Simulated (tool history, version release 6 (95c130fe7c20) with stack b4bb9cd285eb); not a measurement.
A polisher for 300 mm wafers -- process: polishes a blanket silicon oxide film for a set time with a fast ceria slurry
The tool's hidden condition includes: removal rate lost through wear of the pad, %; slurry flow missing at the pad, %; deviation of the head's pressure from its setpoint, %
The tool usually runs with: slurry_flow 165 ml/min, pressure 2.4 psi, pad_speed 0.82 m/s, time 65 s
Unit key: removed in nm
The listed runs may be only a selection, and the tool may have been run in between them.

| run | hour | slurry_flow | pressure | pad_speed | time | wafers since the last listed run | wafers polished on this pad | hours since the slurry nozzle was cleaned | hours since the head pressure was calibrated | incoming thickness of the incoming film, nm | removed |
|---|---|---|---|---|---|---|---|---|---|---|---|
| 1 | 0.0 | 165 | 2.4 | 0.82 | 78 | 0 | 711 | 573.4 | 1105.7 | 1991.3 | 829.7 |
| 2 | 17.6 | 165 | 2.4 | 0.82 | 78 | 156 | 867 | 591.0 | 1123.3 | 2009.5 | 821.6 |
| 3 | 26.0 | 165 | 2.4 | 0.82 | 65 | 74 | 942 | 599.4 | 1131.7 | 2010.9 | 673.3 |
| 4 | 36.1 | 165 | 2.4 | 0.82 | 65 | 89 | 1032 | 609.5 | 1141.8 | 1973.8 | 674.3 |
| 5 | 52.8 | 165 | 2.4 | 0.82 | 65 | 148 | 1180 | 626.2 | 1158.5 | 2005.2 | 658.3 |
|  | 58.5 | worn pad replaced by a new one |
| 6 | 70.8 | 165 | 2.4 | 0.82 | 65 | 124 | 108 | 644.2 | 1176.5 | 2031.1 | 694.7 |
| 7 | 93.0 | 165 | 2.4 | 0.82 | 73 | 196 | 305 | 666.4 | 1198.7 | 1994.8 | 791.0 |
| 8 | 133.0 | 165 | 2.4 | 0.82 | 73 | 354 | 660 | 706.4 | 1238.7 | 1970.2 | 772.0 |
| 9 | 146.3 | 165 | 2.4 | 0.82 | 65 | 117 | 778 | 719.7 | 1252.0 | 2000.3 | 667.9 |
| 10 | 162.9 | 165 | 2.4 | 0.82 | 65 | 147 | 925 | 736.3 | 1268.6 | 2000.9 | 662.2 |
| 11 | 176.8 | 165 | 2.4 | 0.82 | 65 | 123 | 1049 | 750.2 | 1282.5 | 2002.8 | 658.0 |
|  | 178.9 | head pressure recalibrated |
| 12 | 187.1 | 165 | 2.4 | 1.02 | 65 | 73 | 1122 | 760.5 | 8.2 | 1984.2 | 803.2 |
|  | 199.4 | slurry nozzle cleaned |
| 13 | 203.0 | 125 | 1.7 | 0.82 | 81 | 132 | 1254 | 3.6 | 24.1 | 2006.0 | 600.3 |
|  | 211.6 | worn pad replaced by a new one |
| 14 | 214.6 | 205 | 3.2 | 0.82 | 56 | 67 | 26 | 15.2 | 35.7 | 1998.2 | 930.7 |
| 15 | 224.9 | 165 | 2.4 | 0.70 | 65 | 91 | 117 | 25.5 | 46.0 | 1968.3 | 676.7 |
| 16 | 241.6 | 165 | 3.1 | 0.82 | 65 | 148 | 266 | 42.2 | 62.7 | 2003.1 | 992.5 |
| 17 | 257.3 | 115 | 2.4 | 0.54 | 65 | 139 | 405 | 57.9 | 78.4 | 1976.9 | 456.1 |
| 18 | 264.8 | 165 | 1.7 | 0.82 | 65 | 66 | 471 | 65.4 | 85.9 | 2003.5 | 541.6 |
| 19 | 271.4 | 120 | 2.8 | 0.64 | 71 | 58 | 530 | 72.0 | 92.5 | 2016.6 | 703.7 |
| 20 | 278.8 | 165 | 2.4 | 0.82 | 78 | 65 | 596 | 79.4 | 99.9 | 1995.4 | 884.9 |
| 21 | 289.0 | 165 | 2.4 | 0.82 | 65 | 90 | 686 | 89.6 | 110.1 | 1987.3 | 755.6 |
| 22 | 303.3 | 165 | 2.4 | 0.94 | 65 | 126 | 813 | 103.9 | 124.4 | 2011.6 | 856.5 |
| 23 | 318.2 | 165 | 2.8 | 0.82 | 80 | 132 | 945 | 118.8 | 139.3 | 2000.2 | 1052.0 |
|  | 357.4 | worn pad replaced by a new one |
| 24 | 360.3 | 165 | 2.4 | 0.82 | 65 | 337 | 25 | 160.9 | 181.4 | 2023.9 | 738.4 |

5 ways to go on from here, each from the tool as it stands after run 24. What would each give?
| A | 360.7 | 165 | 2.4 | 0.82 | 65 | 3 | 28 | 161.3 | 181.8 | 2015.8 | ? |
| B | 360.7 | 225 | 2.7 | 1.06 | 47 | 3 | 28 | 161.3 | 181.8 | 2015.8 | ? |
| C | 360.7 | 165 | 2.4 | 0.66 | 65 | 3 | 28 | 161.3 | 181.8 | 2015.8 | ? |
| D | 360.7 | 180 | 3.1 | 0.82 | 71 | 3 | 28 | 161.3 | 181.8 | 2015.8 | ? |
| E | 360.7 | 165 | 2.4 | 0.56 | 65 | 3 | 28 | 161.3 | 181.8 | 2015.8 | ? |

| run | removed |
|---|---|
| A | 743.3 |
| B | 830.8 |
| C | 598.2 |
| D | 1069.0 |
| E | 507.6 |
What these runs would have given with no unlogged condition in the tool:
| run | removed |
|---|---|
| A | 787.3 |
| B | 866.7 |
| C | 633.7 |
| D | 1127.0 |
| E | 537.7 |

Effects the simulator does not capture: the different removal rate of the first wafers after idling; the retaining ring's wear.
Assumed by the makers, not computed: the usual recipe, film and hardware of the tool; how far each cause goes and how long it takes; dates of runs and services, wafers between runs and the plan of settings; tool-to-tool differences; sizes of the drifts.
